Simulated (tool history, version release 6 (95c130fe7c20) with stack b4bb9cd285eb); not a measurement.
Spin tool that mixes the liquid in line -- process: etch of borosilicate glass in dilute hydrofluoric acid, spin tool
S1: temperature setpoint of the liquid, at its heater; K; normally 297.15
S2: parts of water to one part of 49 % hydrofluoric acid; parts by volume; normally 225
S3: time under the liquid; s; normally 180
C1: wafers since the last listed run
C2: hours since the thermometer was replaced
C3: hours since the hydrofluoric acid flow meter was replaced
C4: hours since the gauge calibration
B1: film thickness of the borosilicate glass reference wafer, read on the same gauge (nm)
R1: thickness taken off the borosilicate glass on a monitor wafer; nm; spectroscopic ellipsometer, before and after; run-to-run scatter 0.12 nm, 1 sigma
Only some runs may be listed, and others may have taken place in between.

Run 1, hour 0: usual settings but S3 155 s; C1 0; C2 322.9; C3 1377.5; C4 760.2; B1 72.21. Result: R1 14.38 nm.
Run 2, hour 22.7: usual settings but S3 155 s; C1 121; C2 345.6; C3 1400.2; C4 782.9; B1 72.22. Result: R1 14.53 nm.
Run 3, hour 57.7: usual settings; C1 188; C2 380.6; C3 1435.2; C4 817.9; B1 72.25. Result: R1 16.91 nm.
Run 4, hour 84: usual settings; C1 141; C2 406.9; C3 1461.5; C4 844.2; B1 72.26. Result: R1 16.69 nm.
Run 5, hour 113.8: usual settings; C1 160; C2 436.7; C3 1491.3; C4 874; B1 72.29. Result: R1 17 nm.
Run 6, hour 138.4: usual settings; C1 132; C2 461.3; C3 1515.9; C4 898.6; B1 72.3. Result: R1 16.49 nm.
Run 7, hour 171.4: usual settings; C1 177; C2 494.3; C3 1548.9; C4 931.6; B1 72.33. Result: R1 16.96 nm.
Run 8, hour 186.5: usual settings; C1 81; C2 509.4; C3 1564; C4 946.7; B1 72.34. Result: R1 16.71 nm.
Run 9, hour 264.3: usual settings; C1 417; C2 587.2; C3 1641.8; C4 1024.5; B1 72.37. Result: R1 16.68 nm.
Run 10, hour 285.3: usual settings but S2 160 parts by volume; C1 112; C2 608.2; C3 1662.8; C4 1045.5; B1 72.37. Result: R1 25.34 nm.
Run 11, hour 299.3: usual settings but S2 160 parts by volume; C1 75; C2 622.2; C3 1676.8; C4 1059.5; B1 72.39. Result: R1 25.6 nm.
At hour 302.4: thermometer replaced.
Run 12, hour 316.4: usual settings but S2 160 parts by volume; C1 86; C2 14; C3 1693.9; C4 1076.6; B1 72.37. Result: R1 25.38 nm.
Run 13, hour 344.7: usual settings; C1 152; C2 42.3; C3 1722.2; C4 1104.9; B1 72.41. Result: R1 16.75 nm.
Run 14, hour 368.6: usual settings; C1 128; C2 66.2; C3 1746.1; C4 1128.8; B1 72.4. Result: R1 16.87 nm.
At hour 369.9: gauge calibrated.
Run 15, hour 400.9: usual settings but S3 85 s; C1 173; C2 98.5; C3 1778.4; C4 31; B1 70.3. Result: R1 7.64 nm.
Run 16, hour 423.9: usual settings but S1 302.15 K, S2 160 parts by volume, S3 275 s; C1 123; C2 121.5; C3 1801.4; C4 54; B1 70.44. Result: R1 45.74 nm.
Run 17, hour 447.3: usual settings but S1 299.15 K, S2 315 parts by volume, S3 150 s; C1 125; C2 144.9; C3 1824.8; C4 77.4; B1 70.61. Result: R1 9.53 nm.
Run 18, hour 480.2: usual settings but S1 301.65 K, S2 330 parts by volume; C1 176; C2 177.8; C3 1857.7; C4 110.3; B1 70.82. Result: R1 11.75 nm.
Run 19, hour 506.7: usual settings but S2 160 parts by volume; C1 142; C2 204.3; C3 1884.2; C4 136.8; B1 70.95. Result: R1 24.69 nm.
Run 20, hour 529.5: usual settings but S1 295.65 K, S2 195 parts by volume; C1 122; C2 227.1; C3 1907; C4 159.6; B1 71.04. Result: R1 18.8 nm.
Run 21, hour 541.7: usual settings; C1 65; C2 239.3; C3 1919.2; C4 171.8; B1 71.13. Result: R1 16.72 nm.
Run 22, hour 559.9: usual settings but S1 295.15 K, S3 245 s; C1 97; C2 257.5; C3 1937.4; C4 190; B1 71.22. Result: R1 20.88 nm.
Run 23, hour 573.9: usual settings; C1 75; C2 271.5; C3 1951.4; C4 204; B1 71.27. Result: R1 16.39 nm.
Run 24, hour 600.3: usual settings but S2 180 parts by volume; C1 141; C2 297.9; C3 1977.8; C4 230.4; B1 71.41. Result: R1 21.53 nm.
At hour 627.9: hydrofluoric acid flow meter replaced.
Run 25, hour 634.2: usual settings; C1 176; C2 331.8; C3 6.3; C4 264.3; B1 71.52. Result: R1 16.54 nm.
Run 26, hour 663.5: usual settings but S1 300.15 K, S2 180 parts by volume, S3 95 s; C1 157; C2 361.1; C3 35.6; C4 293.6; B1 71.61. Result: R1 12.96 nm.
Run 27, hour 717.2: usual settings; C1 288; C2 414.8; C3 89.3; C4 347.3; B1 71.8. Result: R1 16.71 nm.
Run 28, hour 739.8: usual settings but S1 292.65 K, S2 155 parts by volume, S3 115 s; C1 121; C2 437.4; C3 111.9; C4 369.9; B1 71.83. Result: R1 13.96 nm.
Run 29, hour 755: usual settings but S1 293.65 K, S2 300 parts by volume, S3 250 s; C1 81; C2 452.6; C3 127.1; C4 385.1; B1 71.88. Result: R1 14.26 nm.
Run 30, hour 789.7: usual settings but S1 294.65 K, S2 120 parts by volume, S3 235 s; C1 186; C2 487.3; C3 161.8; C4 419.8; B1 71.97. Result: R1 41.4 nm.
Run 31, hour 819.4: usual settings but S1 299.65 K, S3 245 s; C1 159; C2 517; C3 191.5; C4 449.5; B1 72.01. Result: R1 24.64 nm.
Run 32, hour 854.9: usual settings; C1 190; C2 552.5; C3 227; C4 485; B1 72.11. Result: R1 16.71 nm.
Run 33, hour 890.4: usual settings but S3 90 s; C1 190; C2 588; C3 262.5; C4 520.5; B1 72.18. Result: R1 8.41 nm.
Run 34, hour 911: usual settings but S1 300.65 K, S3 270 s; C1 110; C2 608.6; C3 283.1; C4 541.1; B1 72.2. Result: R1 28.41 nm.

What if the next run were any one of these 3? Each begins from the tool's condition after run 34:
Run A, hour 911.5: usual settings; C1 2; C2 609.1; C3 283.6; C4 541.6; B1 ?. Result: R1 ?.
Run B, hour 911.5: usual settings but S1 293.15 K, S2 260 parts by volume, S3 80 s; C1 2; C2 609.1; C3 283.6; C4 541.6; B1 ?. Result: R1 ?.
Run C, hour 911.5: usual settings but S1 293.15 K, S2 185 parts by volume; C1 2; C2 609.1; C3 283.6; C4 541.6; B1 ?. Result: R1 ?.

run     B1     R1
  A  72.17  16.81
  B  72.17   5.39
  C  72.17  18.32
Stripped of hidden state, with their random variation kept, the same runs would have yielded:
run     R1
  A   16.3
  B   5.23
  C  17.77

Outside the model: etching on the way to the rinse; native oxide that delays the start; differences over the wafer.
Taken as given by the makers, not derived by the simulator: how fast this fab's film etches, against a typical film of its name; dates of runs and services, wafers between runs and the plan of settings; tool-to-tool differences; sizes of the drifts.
